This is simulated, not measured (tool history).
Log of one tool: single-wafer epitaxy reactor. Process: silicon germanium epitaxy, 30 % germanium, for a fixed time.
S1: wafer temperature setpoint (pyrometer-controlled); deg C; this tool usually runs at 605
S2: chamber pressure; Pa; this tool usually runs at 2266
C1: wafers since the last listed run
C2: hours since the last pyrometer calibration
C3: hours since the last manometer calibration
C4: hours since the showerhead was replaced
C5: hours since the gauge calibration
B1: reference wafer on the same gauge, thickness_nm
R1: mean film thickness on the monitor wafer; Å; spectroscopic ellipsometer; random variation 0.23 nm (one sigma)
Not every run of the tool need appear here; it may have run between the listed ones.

run,hour,S1,S2,C1,C2,C3,C4,C5,B1,R1
1,0,605,2266,0,1812.9,2676.4,5609.6,130.4,67.241,663.31
2,35,605,2266,995,1847.9,2711.4,5644.6,165.4,67.295,659.55
3,70.4,605,2266,1006,1883.3,2746.8,5680,200.8,67.31,666.95
4,105.1,616,1827,986,1918,2781.5,5714.7,235.5,67.383,691.55
5,135.5,616,1827,864,1948.4,2811.9,5745.1,265.9,67.292,694.91
6,159.8,605,2266,691,1972.7,2836.2,5769.4,290.2,67.28,673.36
7,184.8,605,2266,710,1997.7,2861.2,5794.4,315.2,67.243,671.08
# hour 202.7: pyrometer calibrated
8,210.1,614,2266,492,7.4,2886.5,5819.7,340.5,67.31,696.65
9,236.5,614,2266,750,33.8,2912.9,5846.1,366.9,67.367,697.96
10,257.7,616,2640,602,55,2934.1,5867.3,388.1,67.39,793.05
# hour 288.1: gauge calibrated
# hour 319.1: showerhead replaced
11,319.6,605,2266,1532,116.9,2996,0.5,31.5,67.283,607.42
# hour 344.4: capacitance manometer re-zeroed and calibrated
12,344.9,605,2266,492,142.2,0.5,25.8,56.8,67.287,605.2
13,361.5,597,2546,472,158.8,17.1,42.4,73.4,67.268,571.82
14,379.1,620,1827,500,176.4,34.7,60,91,67.36,670.72
15,414.3,616,2440,1001,211.6,69.9,95.2,126.2,67.253,756.35
16,436.4,616,2440,628,233.7,92,117.3,148.3,67.347,753.88
17,468.4,617,2266,910,265.7,124,149.3,180.3,67.402,737.97
18,489.1,605,2266,588,286.4,144.7,170,201,67.384,605.18
19,516.7,596,2266,784,314,172.3,197.6,228.6,67.397,526.61

Here are 5 independent what-if runs from the current tool condition. What would each one return?
A,517.1,605,2453,11,314.4,172.7,198,229,?,?
B,517.1,615,2266,11,314.4,172.7,198,229,?,?
C,517.1,595,2266,11,314.4,172.7,198,229,?,?
D,517.1,599,1920,11,314.4,172.7,198,229,?,?
E,517.1,592,2813,11,314.4,172.7,198,229,?,?

run,B1,R1
A,67.31,632.92
B,67.31,707.4
C,67.31,514.79
D,67.31,495.48
E,67.31,554.03
Had the tool no hidden state, the same runs would have come out as:
run,R1
A,632.45
B,706.89
C,514.4
D,495.11
E,553.61
